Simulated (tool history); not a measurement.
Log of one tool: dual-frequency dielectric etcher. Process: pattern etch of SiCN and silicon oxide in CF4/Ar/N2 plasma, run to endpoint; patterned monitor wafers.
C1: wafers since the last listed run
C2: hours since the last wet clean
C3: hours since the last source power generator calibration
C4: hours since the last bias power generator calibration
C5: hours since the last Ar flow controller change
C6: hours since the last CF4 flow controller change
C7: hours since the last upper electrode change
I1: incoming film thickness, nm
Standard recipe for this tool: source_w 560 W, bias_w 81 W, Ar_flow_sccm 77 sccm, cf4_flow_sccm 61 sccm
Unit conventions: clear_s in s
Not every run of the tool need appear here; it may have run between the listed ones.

run 1 hour=0 | source_w=520 bias_w=81 Ar_flow_sccm=77 cf4_flow_sccm=61 | C1=0 C2=340.4 C3=1997.1 C4=2671.5 C5=3727.1 C6=2647 C7=1700.7 | I1=15.64 | clear_s=16.6
run 2 hour=13.2 | source_w=520 bias_w=81 Ar_flow_sccm=77 cf4_flow_sccm=61 | C1=306 C2=353.6 C3=2010.3 C4=2684.7 C5=3740.3 C6=2660.2 C7=1713.9 | I1=15.5 | clear_s=16.6
run 3 hour=28.3 | source_w=520 bias_w=81 Ar_flow_sccm=77 cf4_flow_sccm=61 | C1=350 C2=368.7 C3=2025.4 C4=2699.8 C5=3755.4 C6=2675.3 C7=1729 | I1=15.5 | clear_s=16.4
run 4 hour=38.3 | source_w=560 bias_w=81 Ar_flow_sccm=77 cf4_flow_sccm=61 | C1=231 C2=378.7 C3=2035.4 C4=2709.8 C5=3765.4 C6=2685.3 C7=1739 | I1=15.5 | clear_s=15.4
run 5 hour=52.8 | source_w=560 bias_w=81 Ar_flow_sccm=77 cf4_flow_sccm=56 | C1=336 C2=393.2 C3=2049.9 C4=2724.3 C5=3779.9 C6=2699.8 C7=1753.5 | I1=15.54 | clear_s=15.7
run 6 hour=67 | source_w=560 bias_w=81 Ar_flow_sccm=77 cf4_flow_sccm=56 | C1=329 C2=407.4 C3=2064.1 C4=2738.5 C5=3794.1 C6=2714 C7=1767.7 | I1=15.54 | clear_s=15.6
-- hour=91.7 wet clean of the chamber
-- hour=98.9 bias power generator calibrated
-- hour=108.9 upper electrode replaced
run 7 hour=109.4 | source_w=560 bias_w=81 Ar_flow_sccm=77 cf4_flow_sccm=56 | C1=101 C2=17.7 C3=2106.5 C4=10.5 C5=3836.5 C6=2756.4 C7=0.5 | I1=15.47 | clear_s=14.9
run 8 hour=109.7 | source_w=510 bias_w=81 Ar_flow_sccm=77 cf4_flow_sccm=61 | C1=6 C2=18 C3=2106.8 C4=10.8 C5=3836.8 C6=2756.7 C7=0.8 | I1=15.63 | clear_s=16.1
run 9 hour=110 | source_w=560 bias_w=81 Ar_flow_sccm=77 cf4_flow_sccm=61 | C1=6 C2=18.3 C3=2107.1 C4=11.1 C5=3837.1 C6=2757 C7=1.1 | I1=15.62 | clear_s=14.6
run 10 hour=110.3 | source_w=560 bias_w=81 Ar_flow_sccm=77 cf4_flow_sccm=61 | C1=6 C2=18.6 C3=2107.4 C4=11.4 C5=3837.4 C6=2757.3 C7=1.4 | I1=15.58 | clear_s=14.5
run 11 hour=111.3 | source_w=560 bias_w=81 Ar_flow_sccm=77 cf4_flow_sccm=61 | C1=23 C2=19.6 C3=2108.4 C4=12.4 C5=3838.4 C6=2758.3 C7=2.4 | I1=15.69 | clear_s=14.8
-- hour=124.3 Ar flow controller replaced
run 12 hour=127.9 | source_w=600 bias_w=81 Ar_flow_sccm=64 cf4_flow_sccm=61 | C1=245 C2=36.2 C3=2125 C4=29 C5=3.6 C6=2774.9 C7=19 | I1=15.49 | clear_s=13.4
run 13 hour=136.2 | source_w=560 bias_w=81 Ar_flow_sccm=77 cf4_flow_sccm=65 | C1=192 C2=44.5 C3=2133.3 C4=37.3 C5=11.9 C6=2783.2 C7=27.3 | I1=15.58 | clear_s=14.5
-- hour=149.8 CF4 flow controller replaced
run 14 hour=153.9 | source_w=690 bias_w=89 Ar_flow_sccm=94 cf4_flow_sccm=71 | C1=271 C2=62.2 C3=2151 C4=55 C5=29.6 C6=4.1 C7=45 | I1=15.63 | clear_s=11.8
run 15 hour=170.5 | source_w=560 bias_w=81 Ar_flow_sccm=77 cf4_flow_sccm=56 | C1=384 C2=78.8 C3=2167.6 C4=71.6 C5=46.2 C6=20.7 C7=61.6 | I1=15.71 | clear_s=15.1
-- hour=176.3 source power generator calibrated
run 16 hour=180.1 | source_w=560 bias_w=81 Ar_flow_sccm=77 cf4_flow_sccm=61 | C1=129 C2=88.4 C3=3.8 C4=81.2 C5=55.8 C6=30.3 C7=71.2 | I1=15.57 | clear_s=14.7
run 17 hour=189.4 | source_w=460 bias_w=91 Ar_flow_sccm=61 cf4_flow_sccm=51 | C1=215 C2=97.7 C3=13.1 C4=90.5 C5=65.1 C6=39.6 C7=80.5 | I1=15.6 | clear_s=17.1
run 18 hour=196.8 | source_w=440 bias_w=99 Ar_flow_sccm=92 cf4_flow_sccm=70 | C1=171 C2=105.1 C3=20.5 C4=97.9 C5=72.5 C6=47 C7=87.9 | I1=15.44 | clear_s=17.4
run 19 hour=203.6 | source_w=560 bias_w=81 Ar_flow_sccm=77 cf4_flow_sccm=61 | C1=157 C2=111.9 C3=27.3 C4=104.7 C5=79.3 C6=53.8 C7=94.7 | I1=15.7 | clear_s=15.1
run 20 hour=213 | source_w=430 bias_w=81 Ar_flow_sccm=77 cf4_flow_sccm=61 | C1=217 C2=121.3 C3=36.7 C4=114.1 C5=88.7 C6=63.2 C7=104.1 | I1=15.7 | clear_s=19.1
run 21 hour=225.4 | source_w=480 bias_w=81 Ar_flow_sccm=89 cf4_flow_sccm=61 | C1=287 C2=133.7 C3=49.1 C4=126.5 C5=101.1 C6=75.6 C7=116.5 | I1=15.77 | clear_s=17.6
run 22 hour=242.4 | source_w=620 bias_w=73 Ar_flow_sccm=77 cf4_flow_sccm=61 | C1=394 C2=150.7 C3=66.1 C4=143.5 C5=118.1 C6=92.6 C7=133.5 | I1=15.63 | clear_s=14.2

Each row is a separate what-if for the run after 22, all from the same tool condition, not one after another. Results?
run A hour=242.8 | source_w=560 bias_w=81 Ar_flow_sccm=77 cf4_flow_sccm=61 | C1=9 C2=151.1 C3=66.5 C4=143.9 C5=118.5 C6=93 C7=133.9 | I1=15.48 | clear_s=?
run B hour=242.8 | source_w=700 bias_w=98 Ar_flow_sccm=89 cf4_flow_sccm=68 | C1=9 C2=151.1 C3=66.5 C4=143.9 C5=118.5 C6=93 C7=133.9 | I1=15.48 | clear_s=?
run C hour=242.8 | source_w=560 bias_w=91 Ar_flow_sccm=63 cf4_flow_sccm=61 | C1=9 C2=151.1 C3=66.5 C4=143.9 C5=118.5 C6=93 C7=133.9 | I1=15.48 | clear_s=?
run D hour=242.8 | source_w=560 bias_w=81 Ar_flow_sccm=89 cf4_flow_sccm=61 | C1=9 C2=151.1 C3=66.5 C4=143.9 C5=118.5 C6=93 C7=133.9 | I1=15.48 | clear_s=?

run=A clear_s=14.8
run=B clear_s=11.2
run=C clear_s=13.8
run=D clear_s=15.1
Had the tool no hidden state, the same runs would have come out as:
run=A clear_s=14.6
run=B clear_s=11
run=C clear_s=13.6
run=D clear_s=14.8

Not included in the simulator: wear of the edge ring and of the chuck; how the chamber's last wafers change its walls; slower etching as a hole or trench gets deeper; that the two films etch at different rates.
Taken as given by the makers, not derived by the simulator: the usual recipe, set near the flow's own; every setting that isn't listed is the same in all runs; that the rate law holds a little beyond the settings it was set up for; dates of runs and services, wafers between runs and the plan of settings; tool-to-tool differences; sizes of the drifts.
